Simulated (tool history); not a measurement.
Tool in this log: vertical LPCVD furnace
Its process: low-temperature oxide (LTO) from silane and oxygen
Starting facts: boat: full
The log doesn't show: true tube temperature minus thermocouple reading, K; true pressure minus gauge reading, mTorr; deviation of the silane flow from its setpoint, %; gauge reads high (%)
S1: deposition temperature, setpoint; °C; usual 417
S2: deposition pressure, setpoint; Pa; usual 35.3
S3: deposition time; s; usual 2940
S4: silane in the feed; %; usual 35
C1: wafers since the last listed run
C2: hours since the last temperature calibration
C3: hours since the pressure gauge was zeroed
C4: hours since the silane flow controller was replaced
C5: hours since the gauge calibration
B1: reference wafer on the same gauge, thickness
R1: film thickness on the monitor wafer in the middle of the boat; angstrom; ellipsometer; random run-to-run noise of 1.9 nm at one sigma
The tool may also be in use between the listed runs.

run    hour   S1    S2    S3  S4    C1      C2      C3      C4      C5      B1       R1
  1     0.0  417  35.3  2940  35     0   765.7  3939.7  5267.6   101.5  569.78   5896.8
  2    41.2  417  35.3  2940  35   543   806.9  3980.9  5308.8   142.7  569.20   5885.8
  3   106.0  417  35.3  2940  35   854   871.7  4045.7  5373.6   207.5  568.22   5975.2
  4   133.1  417  35.3  2940  35   357   898.8  4072.8  5400.7   234.6  569.63   5878.4
  5   341.9  417  35.3  2940  35  2752  1107.6  4281.6  5609.5   443.4  569.30   5971.4
  6   510.1  417  35.3  2940  35  2217  1275.8  4449.8  5777.7   611.6  568.36   5984.2
      597.1  -- pressure gauge zeroed
  7   597.6  417  30.0  2940  35   837  1363.3     0.5  5865.2   699.1  568.81   4851.6
  8   634.2  417  30.0  2940  35   482  1399.9    37.1  5901.8   735.7  568.66   4852.6
  9   696.5  417  35.3  3240  35   821  1462.2    99.4  5964.1   798.0  569.19   6313.5
 10   734.4  417  35.3  3540  38   499  1500.1   137.3  6002.0   835.9  568.85   7652.8
 11   784.5  417  35.3  3540  38   660  1550.2   187.4  6052.1   886.0  569.13   7617.3
 12   848.6  412  42.7  4080  38   845  1614.3   251.5  6116.2   950.1  569.31  10137.3
 13   907.6  417  35.3  2940  35   777  1673.3   310.5  6175.2  1009.1  568.98   5792.0
      943.2  -- silane flow controller replaced
 14   967.4  414  32.7  1950  35   471  1733.1   370.3    24.2  1068.9  569.21   3443.8
     1030.7  -- thermocouples replaced and temperature profile calibrated
 15  1031.2  421  35.3  2940  32   524     0.5   434.1    88.0  1132.7  569.25   5276.1
 16  1069.0  417  35.3  3480  35   498    38.3   471.9   125.8  1170.5  569.24   6750.7
 17  1116.2  417  35.3  3330  35   622    85.5   519.1   173.0  1217.7  569.36   6430.1
     1126.3  -- gauge calibrated
 18  1182.3  417  30.7  2940  41   871   151.6   585.2   239.1    56.0  568.99   5976.9
 19  1248.6  417  30.0  2940  35   874   217.9   651.5   305.4   122.3  568.93   4870.1
 20  1283.3  413  35.3  3450  35   457   252.6   686.2   340.1   157.0  569.08   6395.2
 21  1354.0  417  27.3  3390  35   932   323.3   756.9   410.8   227.7  568.77   5121.0
 22  1422.2  417  42.0  2340  35   899   391.5   825.1   479.0   295.9  568.93   5407.3
 23  1453.5  417  35.3  3420  35   412   422.8   856.4   510.3   327.2  568.42   6671.0

Predict each of these 4 candidate next runs independently; none follows another, all start after run 23:
  A  1459.1  417  35.3  2940  35  73  428.4  862.0  515.9  332.8   ?   ?
  B  1459.1  429  29.3  3990  41  73  428.4  862.0  515.9  332.8   ?   ?
  C  1459.1  413  32.0  3990  29  73  428.4  862.0  515.9  332.8   ?   ?
  D  1459.1  426  35.3  2940  35  73  428.4  862.0  515.9  332.8   ?   ?

run      B1      R1
  A  568.78  5715.0
  B  568.78  8790.9
  C  568.78  5198.2
  D  568.78  6283.4
Take away the tool's hidden state, keep each run's random variation, and the runs would have read:
run      R1
  A  5622.8
  B  8633.3
  C  5106.8
  D  6183.1

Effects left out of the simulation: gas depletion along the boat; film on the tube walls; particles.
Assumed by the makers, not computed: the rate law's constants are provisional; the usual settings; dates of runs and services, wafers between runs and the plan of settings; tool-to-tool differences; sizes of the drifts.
